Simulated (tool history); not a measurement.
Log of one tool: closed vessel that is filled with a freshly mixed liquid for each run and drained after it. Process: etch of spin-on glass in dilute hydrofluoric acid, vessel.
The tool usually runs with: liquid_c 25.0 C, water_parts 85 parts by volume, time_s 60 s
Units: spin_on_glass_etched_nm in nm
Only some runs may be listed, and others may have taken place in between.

run   hour  liquid_c  water_parts  time_s  wafers since the last listed run  hours since the thermometer was replaced  hours since the hydrofluoric acid flow meter was replaced  hours since the gauge calibration  read-back film thickness of the spin-on glass reference wafer, read on the same gauge (nm)  spin_on_glass_etched_nm
  1    0.0      25.0           65      40                                 0                                    3219.6                                                     1417.2                               90.9                                                                                      150.01                    29.06
  2   13.4      25.0           65      40                              1208                                    3233.0                                                     1430.6                              104.3                                                                                      150.02                    29.21
  3   42.9      25.0           85      60                              2661                                    3262.5                                                     1460.1                              133.8                                                                                      150.00                    32.46
  4   78.5      25.0           85      60                              3211                                    3298.1                                                     1495.7                              169.4                                                                                      150.03                    32.48
  5  108.0      25.0           85      60                              2661                                    3327.6                                                     1525.2                              198.9                                                                                      150.00                    32.46
     139.4  -- thermometer replaced
  6  140.8      25.0           85      60                              2868                                       1.4                                                     1558.0                              231.7                                                                                      150.00                    36.09
  7  155.5      25.0           85      60                              1326                                      16.1                                                     1572.7                              246.4                                                                                      150.01                    35.93
     178.5  -- hydrofluoric acid flow meter replaced
  8  190.6      25.0           85      60                              3076                                      51.2                                                       12.1                              281.5                                                                                      150.01                    36.03
  9  250.4      23.0          100      75                              5394                                     111.0                                                       71.9                              341.3                                                                                      149.99                    34.58
 10  279.3      27.5           85      60                              2606                                     139.9                                                      100.8                              370.2                                                                                      150.01                    39.62
 11  304.3      25.0           85      60                              2255                                     164.9                                                      125.8                              395.2                                                                                      150.00                    35.58
     316.2  -- gauge calibrated
 12  384.2      30.0           85      60                              7207                                     244.8                                                      205.7                               68.0                                                                                      150.01                    43.87

For run 13, what comes out?
 13  407.5      23.0           85      45                              2101                                     268.1                                                      229.0                               91.3                                                                                           ?                        ?

read-back film thickness of the spin-on glass reference wafer, read on the same gauge (nm): 149.99
spin_on_glass_etched_nm: 24.71 nm
Take away the tool's hidden state, keep the run-to-run variation as it was, and the same run would have given spin_on_glass_etched_nm 25.29 nm.
